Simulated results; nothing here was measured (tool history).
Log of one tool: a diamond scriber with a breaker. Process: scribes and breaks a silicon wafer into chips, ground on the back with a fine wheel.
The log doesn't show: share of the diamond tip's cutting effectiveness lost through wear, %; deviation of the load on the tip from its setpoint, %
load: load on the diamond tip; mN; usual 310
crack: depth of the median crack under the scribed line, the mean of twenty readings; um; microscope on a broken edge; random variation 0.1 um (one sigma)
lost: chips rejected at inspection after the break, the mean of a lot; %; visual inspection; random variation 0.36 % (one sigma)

run,hour,load,wafers since the last listed run,hours since the diamond tip was replaced,hours since the load on the tip was calibrated,"incoming depth of the damage left on the back of the incoming wafer, um",crack,lost
1,0.0,247,0,840.4,657.0,1.82,6.07,11.07
2,68.2,310,207,908.6,725.2,1.76,7.37,3.42
3,126.4,310,177,966.8,783.4,2.28,7.46,4.97
4,164.5,380,116,1004.9,821.5,2.54,8.92,10.00
5,212.9,380,147,1053.3,869.9,2.65,9.06,9.57
6,247.5,380,105,1087.9,904.5,2.14,9.02,8.79
# hour 259.0: load on the tip recalibrated
# hour 273.4: diamond tip replaced by a new one
7,313.4,360,188,40.0,54.4,2.67,8.45,7.48
8,467.7,310,470,194.3,208.7,1.59,7.33,2.43
9,527.6,310,182,254.2,268.6,2.42,7.36,5.53
10,601.3,241,224,327.9,342.3,2.72,5.83,17.21
11,628.7,338,83,355.3,369.7,2.33,7.88,6.06
12,696.7,338,207,423.3,437.7,2.31,7.90,4.23
13,730.1,271,101,456.7,471.1,2.14,6.53,7.41
14,754.9,271,75,481.5,495.9,2.64,6.56,9.25
15,812.1,310,174,538.7,553.1,2.27,7.33,4.98
16,846.1,346,103,572.7,587.1,2.55,8.23,6.03
17,876.1,346,91,602.7,617.1,2.04,8.13,5.54
18,905.7,285,90,632.3,646.7,2.53,6.93,6.71
19,942.9,360,113,669.5,683.9,1.87,8.37,6.06
20,1002.8,267,182,729.4,743.8,1.93,6.67,6.29
21,1038.0,310,107,764.6,779.0,2.34,7.70,4.84
22,1088.2,387,152,814.8,829.2,1.70,9.25,9.11
23,1112.4,336,73,839.0,853.4,2.72,8.06,6.37
24,1174.4,310,188,901.0,915.4,2.18,7.75,4.00
# hour 1180.7: diamond tip replaced by a new one
# hour 1224.4: load on the tip recalibrated
25,1232.2,310,163,51.5,7.8,2.92,6.95,9.51
26,1273.8,349,126,93.1,49.4,1.98,7.82,4.47
27,1341.4,239,205,160.7,117.0,2.87,5.72,23.91
28,1380.6,401,119,199.9,156.2,2.34,8.81,8.72
29,1446.0,244,199,265.3,221.6,2.63,5.65,20.20
30,1500.8,310,166,320.1,276.4,1.67,7.12,3.56
31,1539.0,350,116,358.3,314.6,2.24,7.89,5.53
32,1579.7,230,123,399.0,355.3,2.96,5.32,26.36
33,1639.3,218,181,458.6,414.9,2.60,5.31,25.92
34,1678.7,310,120,498.0,454.3,1.82,7.09,3.08
35,1747.4,266,209,566.7,523.0,1.91,6.42,8.43
36,1784.4,355,112,603.7,560.0,2.50,8.24,6.61
37,1825.6,310,125,644.9,601.2,2.03,7.27,3.85
38,1863.1,399,114,682.4,638.7,2.14,8.68,10.05
39,1899.7,400,111,719.0,675.3,2.16,9.24,8.55
40,1947.6,254,145,766.9,723.2,2.53,6.14,13.19

The same runs without the tool's hidden state, with the same run-to-run variation:
run,crack,lost
1,6.05,11.28
2,7.30,3.45
3,7.34,5.07
4,8.74,9.07
5,8.83,8.52
6,8.76,7.43
7,8.40,7.32
8,7.36,2.42
9,7.39,5.49
10,5.85,16.98
11,7.89,6.10
12,7.89,4.22
13,6.52,7.50
14,6.54,9.41
15,7.28,5.04
16,8.15,5.86
17,8.03,5.23
18,6.83,7.14
19,8.23,5.44
20,6.52,7.24
21,7.50,4.96
22,8.97,7.50
23,7.80,5.99
24,7.46,4.05
25,7.13,8.92
26,8.04,5.08
27,5.90,20.98
28,9.10,10.35
29,5.84,17.39
30,7.35,3.30
31,8.13,6.18
32,5.48,23.60
33,5.44,23.52
34,7.25,2.93
35,6.54,7.51
36,8.37,6.97
37,7.36,3.77
38,8.76,10.55
39,9.29,8.81
40,6.15,13.14
